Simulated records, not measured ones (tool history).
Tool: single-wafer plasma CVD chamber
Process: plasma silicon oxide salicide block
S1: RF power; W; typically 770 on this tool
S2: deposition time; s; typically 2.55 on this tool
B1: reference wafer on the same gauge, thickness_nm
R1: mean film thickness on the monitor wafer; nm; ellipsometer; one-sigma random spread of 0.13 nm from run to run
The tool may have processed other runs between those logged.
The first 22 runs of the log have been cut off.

{"run": 23, "hour": 1222.0, "S1": 915, "S2": 2.55, "B1": 30.677, "R1": 28.561}
{"hour": 1251.7, "done": "showerhead replaced"}
{"run": 24, "hour": 1289.4, "S1": 635, "S2": 2.71, "B1": 30.707, "R1": 27.35}
{"run": 25, "hour": 1313.9, "S1": 770, "S2": 2.55, "B1": 30.698, "R1": 27.246}
{"hour": 1376.3, "done": "RF generator calibrated"}
{"run": 26, "hour": 1378.8, "S1": 910, "S2": 2.4, "B1": 30.715, "R1": 27.557}
{"run": 27, "hour": 1566.6, "S1": 870, "S2": 2.83, "B1": 30.717, "R1": 32.055}
{"run": 28, "hour": 1638.4, "S1": 770, "S2": 2.25, "B1": 30.719, "R1": 24.556}
{"hour": 1663.9, "done": "gauge calibrated"}
{"run": 29, "hour": 1697.6, "S1": 680, "S2": 2.99, "B1": 30.755, "R1": 31.5}
{"run": 30, "hour": 1726.5, "S1": 725, "S2": 2.55, "B1": 30.722, "R1": 27.131}
{"run": 31, "hour": 1760.7, "S1": 860, "S2": 2.98, "B1": 30.694, "R1": 33.396}
{"run": 32, "hour": 1795.5, "S1": 870, "S2": 3.01, "B1": 30.728, "R1": 33.803}
{"run": 33, "hour": 1846.8, "S1": 675, "S2": 2.87, "B1": 30.693, "R1": 29.895}
{"run": 34, "hour": 1911.7, "S1": 770, "S2": 2.55, "B1": 30.7, "R1": 27.944}
{"run": 35, "hour": 1945.9, "S1": 825, "S2": 2.9, "B1": 30.726, "R1": 32.196}
{"run": 36, "hour": 2017.0, "S1": 645, "S2": 2.13, "B1": 30.672, "R1": 21.899}
{"run": 37, "hour": 2221.2, "S1": 690, "S2": 2.55, "B1": 30.705, "R1": 26.805}
{"run": 38, "hour": 2272.5, "S1": 770, "S2": 2.55, "B1": 30.732, "R1": 27.661}

Alternative continuations, all from the tool just after run 38; predict every row:
{"run": "A", "hour": 2272.9, "S1": 770, "S2": 2.69, "B1": "?", "R1": "?"}
{"run": "B", "hour": 2272.9, "S1": 705, "S2": 2.27, "B1": "?", "R1": "?"}
{"run": "C", "hour": 2272.9, "S1": 880, "S2": 2.78, "B1": "?", "R1": "?"}

run=A B1=30.682 R1=29.144
run=B B1=30.682 R1=23.991
run=C B1=30.682 R1=31.279
Stripped of hidden state, with their random variation kept, the same runs would have yielded:
run=A R1=29.423
run=B R1=24.221
run=C R1=31.579
